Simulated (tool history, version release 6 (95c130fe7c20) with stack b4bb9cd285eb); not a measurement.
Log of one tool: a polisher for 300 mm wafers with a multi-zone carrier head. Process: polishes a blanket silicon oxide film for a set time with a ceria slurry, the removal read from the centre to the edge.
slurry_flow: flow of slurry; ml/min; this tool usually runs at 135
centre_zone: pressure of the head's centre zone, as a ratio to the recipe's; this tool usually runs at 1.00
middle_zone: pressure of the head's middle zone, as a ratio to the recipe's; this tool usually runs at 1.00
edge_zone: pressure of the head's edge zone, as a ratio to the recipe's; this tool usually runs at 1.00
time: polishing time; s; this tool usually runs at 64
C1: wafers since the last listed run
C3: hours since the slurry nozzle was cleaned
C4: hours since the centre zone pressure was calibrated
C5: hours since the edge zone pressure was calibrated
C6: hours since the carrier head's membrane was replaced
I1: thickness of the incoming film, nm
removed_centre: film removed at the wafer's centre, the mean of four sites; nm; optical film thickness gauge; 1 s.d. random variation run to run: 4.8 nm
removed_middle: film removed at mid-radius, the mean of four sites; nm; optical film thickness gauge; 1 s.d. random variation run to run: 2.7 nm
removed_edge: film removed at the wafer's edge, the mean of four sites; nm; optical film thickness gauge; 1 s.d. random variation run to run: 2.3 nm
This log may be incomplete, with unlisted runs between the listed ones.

Run 1, hour 0.0: usual settings; C1 0; wafers polished on this pad 2109; C3 310.9; C4 263.3; C5 677.5; C6 1330.2; I1 1331.5. Result: removed_centre 339.7 nm, removed_middle 346.2 nm, removed_edge 356.6 nm.
Run 2, hour 14.8: usual settings; C1 191; wafers polished on this pad 2301; C3 325.7; C4 278.1; C5 692.3; C6 1345.0; I1 1310.6. Result: removed_centre 334.8 nm, removed_middle 341.5 nm, removed_edge 347.7 nm.
At hour 37.3: worn pad replaced by a new one, of another model than before.
Run 3, hour 37.8: usual settings; C1 246; wafers polished on this pad 6; C3 348.7; C4 301.1; C5 715.3; C6 1368.0; I1 1296.1. Result: removed_centre 347.1 nm, removed_middle 357.9 nm, removed_edge 361.7 nm.
At hour 50.5: carrier head's membrane replaced by a new one.
At hour 52.4: centre zone pressure recalibrated.
Run 4, hour 53.6: usual settings; C1 116; wafers polished on this pad 123; C3 364.5; C4 1.2; C5 731.1; C6 3.1; I1 1304.4. Result: removed_centre 357.1 nm, removed_middle 354.1 nm, removed_edge 361.4 nm.
At hour 64.7: slurry nozzle cleaned.
Run 5, hour 79.7: usual settings; C1 325; wafers polished on this pad 448; C3 15.0; C4 27.3; C5 757.2; C6 29.2; I1 1323.7. Result: removed_centre 394.8 nm, removed_middle 387.5 nm, removed_edge 387.7 nm.
Run 6, hour 106.0: usual settings; C1 340; wafers polished on this pad 789; C3 41.3; C4 53.6; C5 783.5; C6 55.5; I1 1292.0. Result: removed_centre 390.0 nm, removed_middle 389.6 nm, removed_edge 385.3 nm.
Run 7, hour 119.4: usual settings but slurry_flow 150 ml/min, centre_zone 1.03, middle_zone 0.97, time 57 s; C1 173; wafers polished on this pad 962; C3 54.7; C4 67.0; C5 796.9; C6 68.9; I1 1318.4. Result: removed_centre 361.0 nm, removed_middle 343.4 nm, removed_edge 349.1 nm.
Run 8, hour 151.6: usual settings but slurry_flow 100 ml/min; C1 417; wafers polished on this pad 1380; C3 86.9; C4 99.2; C5 829.1; C6 101.1; I1 1319.0. Result: removed_centre 365.2 nm, removed_middle 359.3 nm, removed_edge 367.4 nm.
Run 9, hour 181.0: usual settings but middle_zone 1.04, edge_zone 0.91, time 46 s; C1 380; wafers polished on this pad 1761; C3 116.3; C4 128.6; C5 858.5; C6 130.5; I1 1326.3. Result: removed_centre 277.9 nm, removed_middle 286.0 nm, removed_edge 260.5 nm.
Run 10, hour 205.0: usual settings but middle_zone 0.96, edge_zone 0.94; C1 310; wafers polished on this pad 2072; C3 140.3; C4 152.6; C5 882.5; C6 154.5; I1 1331.6. Result: removed_centre 379.5 nm, removed_middle 370.2 nm, removed_edge 370.7 nm.
At hour 210.7: worn pad replaced by a new one.
Run 11, hour 233.6: usual settings but slurry_flow 165 ml/min, centre_zone 1.08; C1 318; wafers polished on this pad 297; C3 168.9; C4 181.2; C5 911.1; C6 183.1; I1 1316.6. Result: removed_centre 428.4 nm, removed_middle 393.8 nm, removed_edge 389.4 nm.
Run 12, hour 269.5: usual settings but slurry_flow 100 ml/min; C1 465; wafers polished on this pad 762; C3 204.8; C4 217.1; C5 947.0; C6 219.0; I1 1297.8. Result: removed_centre 342.6 nm, removed_middle 348.9 nm, removed_edge 359.1 nm.
At hour 290.9: edge zone pressure recalibrated.
Run 13, hour 294.7: usual settings but time 77 s; C1 300; wafers polished on this pad 1063; C3 230.0; C4 242.3; C5 3.8; C6 244.2; I1 1299.0. Result: removed_centre 457.6 nm, removed_middle 450.9 nm, removed_edge 451.3 nm.
Run 14, hour 328.2: usual settings but centre_zone 1.11, edge_zone 0.89, time 43 s; C1 434; wafers polished on this pad 1497; C3 263.5; C4 275.8; C5 37.3; C6 277.7; I1 1317.7. Result: removed_centre 275.4 nm, removed_middle 248.3 nm, removed_edge 236.8 nm.
Run 15, hour 346.3: usual settings but centre_zone 0.94, middle_zone 1.10; C1 234; wafers polished on this pad 1731; C3 281.6; C4 293.9; C5 55.4; C6 295.8; I1 1309.7. Result: removed_centre 347.4 nm, removed_middle 403.0 nm, removed_edge 369.5 nm.
Run 16, hour 377.6: usual settings but slurry_flow 160 ml/min, middle_zone 0.88, edge_zone 0.90; C1 405; wafers polished on this pad 2137; C3 312.9; C4 325.2; C5 86.7; C6 327.1; I1 1297.8. Result: removed_centre 378.4 nm, removed_middle 345.4 nm, removed_edge 358.1 nm.
Run 17, hour 394.6: usual settings but slurry_flow 100 ml/min, middle_zone 1.11; C1 220; wafers polished on this pad 2357; C3 329.9; C4 342.2; C5 103.7; C6 344.1; I1 1327.4. Result: removed_centre 334.9 nm, removed_middle 367.4 nm, removed_edge 349.0 nm.
At hour 402.3: worn pad replaced by a new one.
At hour 414.0: centre zone pressure recalibrated.
Run 18, hour 428.3: usual settings; C1 358; wafers polished on this pad 311; C3 363.6; C4 14.3; C5 137.4; C6 377.8; I1 1305.7. Result: removed_centre 352.6 nm, removed_middle 363.6 nm, removed_edge 364.8 nm.
Run 19, hour 453.0: usual settings; C1 320; wafers polished on this pad 631; C3 388.3; C4 39.0; C5 162.1; C6 402.5; I1 1301.0. Result: removed_centre 357.7 nm, removed_middle 358.2 nm, removed_edge 363.9 nm.
Run 20, hour 479.6: usual settings; C1 344; wafers polished on this pad 975; C3 414.9; C4 65.6; C5 188.7; C6 429.1; I1 1319.2. Result: removed_centre 353.0 nm, removed_middle 352.4 nm, removed_edge 359.9 nm.
Run 21, hour 494.2: usual settings; C1 189; wafers polished on this pad 1165; C3 429.5; C4 80.2; C5 203.3; C6 443.7; I1 1328.4. Result: removed_centre 356.6 nm, removed_middle 351.8 nm, removed_edge 361.0 nm.

5 options for the next run, each taken on its own from the tool as it stands now. Forecast them:
Run A, hour 494.6: usual settings; C1 5; wafers polished on this pad 1170; C3 429.9; C4 80.6; C5 203.7; C6 444.1; I1 1310.6. Result: removed_centre ?, removed_middle ?, removed_edge ?.
Run B, hour 494.6: usual settings but slurry_flow 150 ml/min, centre_zone 1.06; C1 5; wafers polished on this pad 1170; C3 429.9; C4 80.6; C5 203.7; C6 444.1; I1 1310.6. Result: removed_centre ?, removed_middle ?, removed_edge ?.
Run C, hour 494.6: usual settings but middle_zone 1.03, edge_zone 0.96; C1 5; wafers polished on this pad 1170; C3 429.9; C4 80.6; C5 203.7; C6 444.1; I1 1310.6. Result: removed_centre ?, removed_middle ?, removed_edge ?.
Run D, hour 494.6: usual settings but slurry_flow 115 ml/min; C1 5; wafers polished on this pad 1170; C3 429.9; C4 80.6; C5 203.7; C6 444.1; I1 1310.6. Result: removed_centre ?, removed_middle ?, removed_edge ?.
Run E, hour 494.6: usual settings but slurry_flow 90 ml/min, centre_zone 1.09, edge_zone 0.90, time 79 s; C1 5; wafers polished on this pad 1170; C3 429.9; C4 80.6; C5 203.7; C6 444.1; I1 1310.6. Result: removed_centre ?, removed_middle ?, removed_edge ?.

run  removed_centre  removed_middle  removed_edge
  A           353.5           350.9         361.4
  B           383.9           360.0         367.7
  C           353.6           359.8         354.3
  D           336.3           336.3         351.6
  E           411.8           386.2         394.8
With no hidden state in the tool, these same runs would have given:
run  removed_centre  removed_middle  removed_edge
  A           399.8           390.4         388.9
  B           429.7           397.2         393.8
  C           399.9           400.3         381.2
  D           386.9           379.4         381.1
  E           487.7           445.8         432.9
